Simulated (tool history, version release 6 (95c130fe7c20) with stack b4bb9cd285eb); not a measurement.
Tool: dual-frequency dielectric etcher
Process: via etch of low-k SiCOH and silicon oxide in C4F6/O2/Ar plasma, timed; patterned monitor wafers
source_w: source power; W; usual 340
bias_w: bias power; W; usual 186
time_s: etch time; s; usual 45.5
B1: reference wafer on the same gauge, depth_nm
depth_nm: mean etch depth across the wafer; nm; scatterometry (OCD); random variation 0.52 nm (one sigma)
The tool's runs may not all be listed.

{"run": 1, "day": 0.0, "source_w": 400, "bias_w": 217, "time_s": 45.5, "B1": 92.9, "depth_nm": 103.5}
{"run": 2, "day": 1.162, "source_w": 340, "bias_w": 186, "time_s": 45.5, "B1": 92.7, "depth_nm": 90.5}
{"run": 3, "day": 3.3, "source_w": 340, "bias_w": 186, "time_s": 45.5, "B1": 92.6, "depth_nm": 91}
{"run": 4, "day": 4.846, "source_w": 340, "bias_w": 186, "time_s": 45.5, "B1": 92.7, "depth_nm": 91.9}
{"run": 5, "day": 6.688, "source_w": 340, "bias_w": 186, "time_s": 45.5, "B1": 92.7, "depth_nm": 90.9}
{"run": 6, "day": 8.542, "source_w": 340, "bias_w": 186, "time_s": 45.5, "B1": 92.8, "depth_nm": 91.8}
{"day": 10.458, "done": "bias power generator calibrated"}
{"run": 7, "day": 11.033, "source_w": 360, "bias_w": 186, "time_s": 45.5, "B1": 92.8, "depth_nm": 93.2}
{"run": 8, "day": 13.138, "source_w": 360, "bias_w": 186, "time_s": 45.5, "B1": 92.7, "depth_nm": 93.4}
{"run": 9, "day": 14.233, "source_w": 340, "bias_w": 197, "time_s": 45.5, "B1": 93, "depth_nm": 93.3}
{"run": 10, "day": 15.742, "source_w": 340, "bias_w": 197, "time_s": 45.5, "B1": 92.7, "depth_nm": 94}
{"day": 17.675, "done": "wet clean of the chamber"}
{"run": 11, "day": 18.008, "source_w": 340, "bias_w": 186, "time_s": 45.5, "B1": 92.5, "depth_nm": 92}
{"run": 12, "day": 19.362, "source_w": 340, "bias_w": 186, "time_s": 45.5, "B1": 92.4, "depth_nm": 91.2}
{"run": 13, "day": 20.696, "source_w": 340, "bias_w": 186, "time_s": 59, "B1": 92.6, "depth_nm": 118.9}
{"run": 14, "day": 22.096, "source_w": 340, "bias_w": 186, "time_s": 45.5, "B1": 92.6, "depth_nm": 92.4}
{"day": 24.062, "done": "source power generator calibrated"}
{"run": 15, "day": 25.0, "source_w": 290, "bias_w": 186, "time_s": 45.5, "B1": 92.6, "depth_nm": 83.7}
{"run": 16, "day": 26.983, "source_w": 340, "bias_w": 186, "time_s": 53.5, "B1": 92.7, "depth_nm": 105}
{"run": 17, "day": 28.575, "source_w": 340, "bias_w": 186, "time_s": 45.5, "B1": 92.5, "depth_nm": 89.3}
{"run": 18, "day": 30.783, "source_w": 290, "bias_w": 169, "time_s": 53.5, "B1": 92.8, "depth_nm": 94.2}
{"run": 19, "day": 32.942, "source_w": 310, "bias_w": 154, "time_s": 54, "B1": 92.6, "depth_nm": 95.4}
{"run": 20, "day": 34.2, "source_w": 280, "bias_w": 186, "time_s": 34, "B1": 92.5, "depth_nm": 61.4}
{"run": 21, "day": 35.7, "source_w": 390, "bias_w": 156, "time_s": 53, "B1": 92.7, "depth_nm": 103.2}
{"day": 37.092, "done": "gauge calibrated"}
{"run": 22, "day": 37.788, "source_w": 340, "bias_w": 186, "time_s": 41, "B1": 92.9, "depth_nm": 81.6}
{"day": 39.396, "done": "wet clean of the chamber"}
{"run": 23, "day": 40.196, "source_w": 340, "bias_w": 186, "time_s": 45.5, "B1": 92.7, "depth_nm": 89.7}
{"day": 41.988, "done": "upper electrode replaced"}
{"run": 24, "day": 46.688, "source_w": 340, "bias_w": 186, "time_s": 45.5, "B1": 92.8, "depth_nm": 90.4}
{"run": 25, "day": 49.575, "source_w": 340, "bias_w": 186, "time_s": 45.5, "B1": 92.6, "depth_nm": 90}
{"run": 26, "day": 51.95, "source_w": 260, "bias_w": 166, "time_s": 32.5, "B1": 92.9, "depth_nm": 55.2}
{"run": 27, "day": 53.442, "source_w": 270, "bias_w": 186, "time_s": 45.5, "B1": 92.7, "depth_nm": 82.1}
{"run": 28, "day": 54.867, "source_w": 340, "bias_w": 186, "time_s": 45.5, "B1": 92.7, "depth_nm": 89.4}
{"run": 29, "day": 56.146, "source_w": 270, "bias_w": 232, "time_s": 45.5, "B1": 92.8, "depth_nm": 88.7}
{"run": 30, "day": 57.592, "source_w": 310, "bias_w": 209, "time_s": 51.5, "B1": 92.8, "depth_nm": 102.8}

Hidden state or all else? Some run-to-run changes of depth_nm, split into what the settings, what came in and random variation would give without the hidden state, and what is left for the hidden state (with any gauge scatter that isn't in both results):
The hidden state here: etch rate over this chamber's usual, %; source power that arrives over what is set, %; bias power that arrives over what is set, %; gauge reads high (%).
Run 12 -> 13: time_s 45.5 -> 59. depth_nm +27.7 nm: hidden state +0.6, all else +27.1.
Run 13 -> 14: time_s 59 -> 45.5. depth_nm -26.5 nm: hidden state -0.5, all else -26.
Run 14 -> 15: source_w 340 -> 290, source power generator calibrated. depth_nm -8.7 nm: hidden state -2.3, all else -6.4.
Run 19 -> 20: source_w 310 -> 280, bias_w 154 -> 186, time_s 54 -> 34. depth_nm -34 nm: hidden state +0.1, all else -34.1.
Run 20 -> 21: source_w 280 -> 390, bias_w 186 -> 156, time_s 34 -> 53. depth_nm +41.8 nm: hidden state +0, all else +41.8.
Run 25 -> 26: source_w 340 -> 260, bias_w 186 -> 166, time_s 45.5 -> 32.5. depth_nm -34.8 nm: hidden state -0.1, all else -34.7.
